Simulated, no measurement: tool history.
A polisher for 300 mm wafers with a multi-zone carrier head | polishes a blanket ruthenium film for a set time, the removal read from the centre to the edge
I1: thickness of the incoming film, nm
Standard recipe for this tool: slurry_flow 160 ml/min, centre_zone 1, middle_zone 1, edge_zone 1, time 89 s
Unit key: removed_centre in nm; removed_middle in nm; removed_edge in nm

Run 1, hour 0: usual settings; I1 606.5. Result: removed_centre 97.5 nm, removed_middle 102.4 nm, removed_edge 99.7 nm.
Run 2, hour 45.1: usual settings; I1 620.4. Result: removed_centre 94.3 nm, removed_middle 99.8 nm, removed_edge 102.6 nm.
Run 3, hour 112.1: usual settings but edge_zone 1.09; I1 627. Result: removed_centre 96.2 nm, removed_middle 100.3 nm, removed_edge 104.8 nm.
Run 4, hour 176.3: usual settings but edge_zone 1.09; I1 621.2. Result: removed_centre 93.2 nm, removed_middle 100.8 nm, removed_edge 103.7 nm.
At hour 196: worn pad replaced by a new one.
At hour 269.5: edge zone pressure recalibrated.
Run 5, hour 272.4: usual settings but edge_zone 1.09; I1 619.7. Result: removed_centre 91.9 nm, removed_middle 98 nm, removed_edge 103.2 nm.
At hour 329.5: slurry nozzle cleaned.
Run 6, hour 335.5: usual settings but slurry_flow 180 ml/min; I1 616.1. Result: removed_centre 96 nm, removed_middle 104.4 nm, removed_edge 103.1 nm.
Run 7, hour 386.1: usual settings but slurry_flow 180 ml/min; I1 624.8. Result: removed_centre 95.1 nm, removed_middle 104.1 nm, removed_edge 99.9 nm.
At hour 403.8: worn pad replaced by a new one.
Run 8, hour 446: usual settings but middle_zone 0.94; I1 624. Result: removed_centre 93 nm, removed_middle 94.5 nm, removed_edge 100.2 nm.
At hour 462.6: carrier head's membrane replaced by a new one.
At hour 475.3: centre zone pressure recalibrated.
Run 9, hour 487: usual settings but middle_zone 0.94; I1 613.5. Result: removed_centre 100.5 nm, removed_middle 99.1 nm, removed_edge 102.7 nm.
Run 10, hour 517.4: usual settings; I1 622.6. Result: removed_centre 101 nm, removed_middle 99.7 nm, removed_edge 99.8 nm.
Run 11, hour 566.3: usual settings; I1 618.2. Result: removed_centre 99.7 nm, removed_middle 99.3 nm, removed_edge 101.9 nm.
At hour 600.3: edge zone pressure recalibrated.
Run 12, hour 602.8: usual settings but slurry_flow 195 ml/min, centre_zone 0.88, time 63 s; I1 632.8. Result: removed_centre 66.8 nm, removed_middle 73.1 nm, removed_edge 73.6 nm.

Expected results for the next run?
Run 13, hour 644: usual settings but edge_zone 0.96; I1 620.3. Result: removed_centre ?, removed_middle ?, removed_edge ?.

{"run 13": {"removed_centre": 99.1, "removed_middle": 102, "removed_edge": 97.7}}
Had the tool carried no hidden state, the very same run would have given removed_centre 103 nm, removed_middle 103.9 nm, removed_edge 99 nm.
